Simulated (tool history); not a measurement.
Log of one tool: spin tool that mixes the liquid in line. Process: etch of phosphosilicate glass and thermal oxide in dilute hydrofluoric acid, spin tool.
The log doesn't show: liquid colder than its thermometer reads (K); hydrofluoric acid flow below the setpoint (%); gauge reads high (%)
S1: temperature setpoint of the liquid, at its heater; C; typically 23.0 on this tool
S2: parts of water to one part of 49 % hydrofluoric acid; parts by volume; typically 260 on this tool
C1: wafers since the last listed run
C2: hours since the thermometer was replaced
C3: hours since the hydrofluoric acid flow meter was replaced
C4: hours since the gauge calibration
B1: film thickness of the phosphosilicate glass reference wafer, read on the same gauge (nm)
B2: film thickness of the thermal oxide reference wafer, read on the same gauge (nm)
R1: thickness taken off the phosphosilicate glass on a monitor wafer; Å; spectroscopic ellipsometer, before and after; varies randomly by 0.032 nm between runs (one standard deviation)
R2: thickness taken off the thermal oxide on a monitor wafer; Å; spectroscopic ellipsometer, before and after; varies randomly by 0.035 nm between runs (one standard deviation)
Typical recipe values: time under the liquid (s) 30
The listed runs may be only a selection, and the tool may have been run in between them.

{"run": 1, "hour": 0.0, "S1": 23.0, "S2": 260, "time under the liquid (s)": 30, "C1": 0, "C2": 587.0, "C3": 17.9, "C4": 44.8, "B1": 150.0, "B2": 79.928, "R1": 92.7, "R2": 4.68}
{"run": 2, "hour": 16.8, "S1": 23.0, "S2": 180, "time under the liquid (s)": 30, "C1": 222, "C2": 603.8, "C3": 34.7, "C4": 61.6, "B1": 149.99, "B2": 80.032, "R1": 146.1, "R2": 6.03}
{"run": 3, "hour": 24.9, "S1": 23.0, "S2": 260, "time under the liquid (s)": 30, "C1": 107, "C2": 611.9, "C3": 42.8, "C4": 69.7, "B1": 149.96, "B2": 79.969, "R1": 93.6, "R2": 4.43}
{"run": 4, "hour": 40.4, "S1": 23.0, "S2": 260, "time under the liquid (s)": 30, "C1": 205, "C2": 627.4, "C3": 58.3, "C4": 85.2, "B1": 150.0, "B2": 79.939, "R1": 93.7, "R2": 3.96}
{"hour": 50.8, "done": "thermometer replaced"}
{"run": 5, "hour": 56.5, "S1": 26.5, "S2": 215, "time under the liquid (s)": 20, "C1": 200, "C2": 5.7, "C3": 74.4, "C4": 101.3, "B1": 150.02, "B2": 80.02, "R1": 89.7, "R2": 4.27}
{"run": 6, "hour": 72.0, "S1": 25.0, "S2": 130, "time under the liquid (s)": 15, "C1": 205, "C2": 21.2, "C3": 89.9, "C4": 116.8, "B1": 149.99, "B2": 79.957, "R1": 115.6, "R2": 5.54}
{"run": 7, "hour": 86.9, "S1": 19.0, "S2": 260, "time under the liquid (s)": 30, "C1": 197, "C2": 36.1, "C3": 104.8, "C4": 131.7, "B1": 150.02, "B2": 80.047, "R1": 80.7, "R2": 3.56}
{"run": 8, "hour": 102.8, "S1": 19.0, "S2": 375, "time under the liquid (s)": 20, "C1": 210, "C2": 52.0, "C3": 120.7, "C4": 147.6, "B1": 150.04, "B2": 80.009, "R1": 33.8, "R2": 1.37}
{"run": 9, "hour": 119.8, "S1": 23.0, "S2": 335, "time under the liquid (s)": 30, "C1": 225, "C2": 69.0, "C3": 137.7, "C4": 164.6, "B1": 150.04, "B2": 80.015, "R1": 67.2, "R2": 3.11}
{"run": 10, "hour": 131.3, "S1": 23.0, "S2": 260, "time under the liquid (s)": 35, "C1": 152, "C2": 80.5, "C3": 149.2, "C4": 176.1, "B1": 150.02, "B2": 79.97, "R1": 109.1, "R2": 4.61}
{"run": 11, "hour": 138.7, "S1": 23.0, "S2": 260, "time under the liquid (s)": 30, "C1": 98, "C2": 87.9, "C3": 156.6, "C4": 183.5, "B1": 150.02, "B2": 79.991, "R1": 93.6, "R2": 4.54}
{"run": 12, "hour": 151.0, "S1": 23.0, "S2": 260, "time under the liquid (s)": 30, "C1": 163, "C2": 100.2, "C3": 168.9, "C4": 195.8, "B1": 150.05, "B2": 79.991, "R1": 93.7, "R2": 4.11}
{"run": 13, "hour": 158.9, "S1": 21.0, "S2": 260, "time under the liquid (s)": 30, "C1": 104, "C2": 108.1, "C3": 176.8, "C4": 203.7, "B1": 149.98, "B2": 79.973, "R1": 87.3, "R2": 4.43}
{"run": 14, "hour": 165.0, "S1": 23.0, "S2": 260, "time under the liquid (s)": 30, "C1": 80, "C2": 114.2, "C3": 182.9, "C4": 209.8, "B1": 150.0, "B2": 79.99, "R1": 92.6, "R2": 4.71}
{"run": 15, "hour": 176.8, "S1": 23.0, "S2": 155, "time under the liquid (s)": 30, "C1": 156, "C2": 126.0, "C3": 194.7, "C4": 221.6, "B1": 150.03, "B2": 80.022, "R1": 174.3, "R2": 7.23}
{"run": 16, "hour": 183.6, "S1": 23.0, "S2": 260, "time under the liquid (s)": 30, "C1": 90, "C2": 132.8, "C3": 201.5, "C4": 228.4, "B1": 149.99, "B2": 80.006, "R1": 93.6, "R2": 4.3}
{"run": 17, "hour": 193.6, "S1": 23.0, "S2": 260, "time under the liquid (s)": 30, "C1": 132, "C2": 142.8, "C3": 211.5, "C4": 238.4, "B1": 150.0, "B2": 80.038, "R1": 93.4, "R2": 4.15}

Predict the results of run 18:
{"run": 18, "hour": 204.6, "S1": 24.5, "S2": 220, "time under the liquid (s)": 20, "C1": 145, "C2": 153.8, "C3": 222.5, "C4": 249.4, "B1": "?", "B2": "?", "R1": "?", "R2": "?"}

B1: 149.99
B2: 79.976
R1: 80.8 Å
R2: 3.51 Å
On a tool with no hidden condition, and with the same random variation, this run would have come out at R1 80.8 Å, R2 3.51 Å.
